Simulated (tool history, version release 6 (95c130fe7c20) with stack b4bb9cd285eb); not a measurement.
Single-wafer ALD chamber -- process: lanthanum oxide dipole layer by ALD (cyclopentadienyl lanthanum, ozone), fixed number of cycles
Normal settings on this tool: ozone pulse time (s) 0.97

run	day	ozone pulse time (s)	read-back reference wafer on the same gauge, thickness_nm	mean film thickness on the monitor wafer (nm)
1	0.000	0.97	0.475	0.509
2	4.108	0.97	0.476	0.511
3	6.371	0.97	0.478	0.512
4	10.817	0.97	0.479	0.513
5	13.633	0.97	0.481	0.513
6	16.267	0.97	0.482	0.513
7	18.762	0.97	0.483	0.518
8	22.567	0.97	0.485	0.511
# day 22.925: showerhead replaced
9	24.846	0.97	0.486	0.512
10	28.667	0.97	0.487	0.517
11	31.008	0.97	0.488	0.526
# day 31.425: ozone generator serviced
# day 33.483: thermocouple changed; heater temperature recalibrated
12	33.504	0.97	0.490	0.520
13	37.250	0.97	0.491	0.527
14	41.550	0.60	0.493	0.343
15	43.458	0.86	0.495	0.492
16	47.017	0.97	0.496	0.530
# day 47.283: gauge calibrated
17	49.125	1.22	0.468	0.537
18	50.742	1.11	0.469	0.530
19	52.317	0.79	0.469	0.440
20	54.754	1.14	0.469	0.537
21	58.542	0.97	0.472	0.502
22	61.121	0.70	0.473	0.395
# day 64.771: ozone generator serviced
23	65.033	1.29	0.475	0.562
24	66.971	0.85	0.475	0.470
25	69.596	0.77	0.477	0.436

3 options for the next run, each taken on its own from the tool as it stands now. Forecast them:
A	69.612	0.97	?	?
B	69.612	1.34	?	?
C	69.612	0.72	?	?

run	read-back reference wafer on the same gauge, thickness_nm	mean film thickness on the monitor wafer (nm)
A	0.477	0.507
B	0.477	0.565
C	0.477	0.411
With the hidden condition removed and each run's random variation left untouched, the same runs would have given:
run	mean film thickness on the monitor wafer (nm)
A	0.498
B	0.554
C	0.403

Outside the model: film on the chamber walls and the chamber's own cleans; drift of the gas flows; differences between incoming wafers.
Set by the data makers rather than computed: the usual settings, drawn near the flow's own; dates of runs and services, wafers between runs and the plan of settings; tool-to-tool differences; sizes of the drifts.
